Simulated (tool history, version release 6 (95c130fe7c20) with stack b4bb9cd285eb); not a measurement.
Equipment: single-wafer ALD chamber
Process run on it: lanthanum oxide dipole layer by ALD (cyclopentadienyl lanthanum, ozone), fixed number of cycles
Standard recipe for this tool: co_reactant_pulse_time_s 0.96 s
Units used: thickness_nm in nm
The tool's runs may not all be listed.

run,hour,co_reactant_pulse_time_s,"read-back reference wafer on the same gauge, thickness_nm",thickness_nm
1,0.0,0.96,0.417,0.445
2,30.0,1.14,0.417,0.475
3,45.0,1.14,0.417,0.472
4,58.5,0.96,0.417,0.441
5,82.5,0.96,0.417,0.439
6,96.9,1.15,0.417,0.471
7,115.8,1.15,0.417,0.472
8,149.1,0.78,0.417,0.384
9,166.6,0.78,0.417,0.385
10,195.5,0.80,0.417,0.391
11,277.6,0.80,0.417,0.386
12,309.0,0.96,0.417,0.432
13,413.0,0.96,0.417,0.434
14,425.5,1.06,0.417,0.453
15,439.1,0.68,0.417,0.375
16,511.6,0.84,0.417,0.414
17,536.5,1.33,0.417,0.481
18,571.7,1.09,0.417,0.455
19,589.6,1.31,0.417,0.479
20,621.6,1.16,0.417,0.472
21,656.0,1.27,0.417,0.480
22,670.7,0.82,0.417,0.419
23,730.9,0.96,0.417,0.442
24,755.4,1.23,0.417,0.479
25,790.8,0.96,0.417,0.438
26,809.0,0.71,0.417,0.389

Not shown here: 5 entries made in the log between runs. Locate each between two listed runs and compare the hidden state at the listed run before it with the hidden state at the listed run after it:
From run 3 to run 4: gauge calibrated (hour 50.9)
  ozone dose above that of a generator just serviced (%): -2.92 -> -3.2
  measured minus no-state result, thickness_nm: -0.005 -> -0.007 nm
From run 12 to run 13: thermocouple changed; heater temperature recalibrated (hour 395.9)
  ozone dose above that of a generator just serviced (%): -6.06 -> -6.54
  measured minus no-state result, thickness_nm: -0.014 -> -0.015 nm
From run 14 to run 15: showerhead replaced, of another model than before (hour 437.6)
  ozone dose above that of a generator just serviced (%): -6.59 -> -6.63
  measured minus no-state result, thickness_nm: -0.013 -> -0.013 nm
From run 19 to run 20: gauge calibrated (hour 593.9); ozone generator serviced (hour 619.4)
  ozone dose above that of a generator just serviced (%): -6.97 -> -0.501
  measured minus no-state result, thickness_nm: -0.008 -> -0.001 nm

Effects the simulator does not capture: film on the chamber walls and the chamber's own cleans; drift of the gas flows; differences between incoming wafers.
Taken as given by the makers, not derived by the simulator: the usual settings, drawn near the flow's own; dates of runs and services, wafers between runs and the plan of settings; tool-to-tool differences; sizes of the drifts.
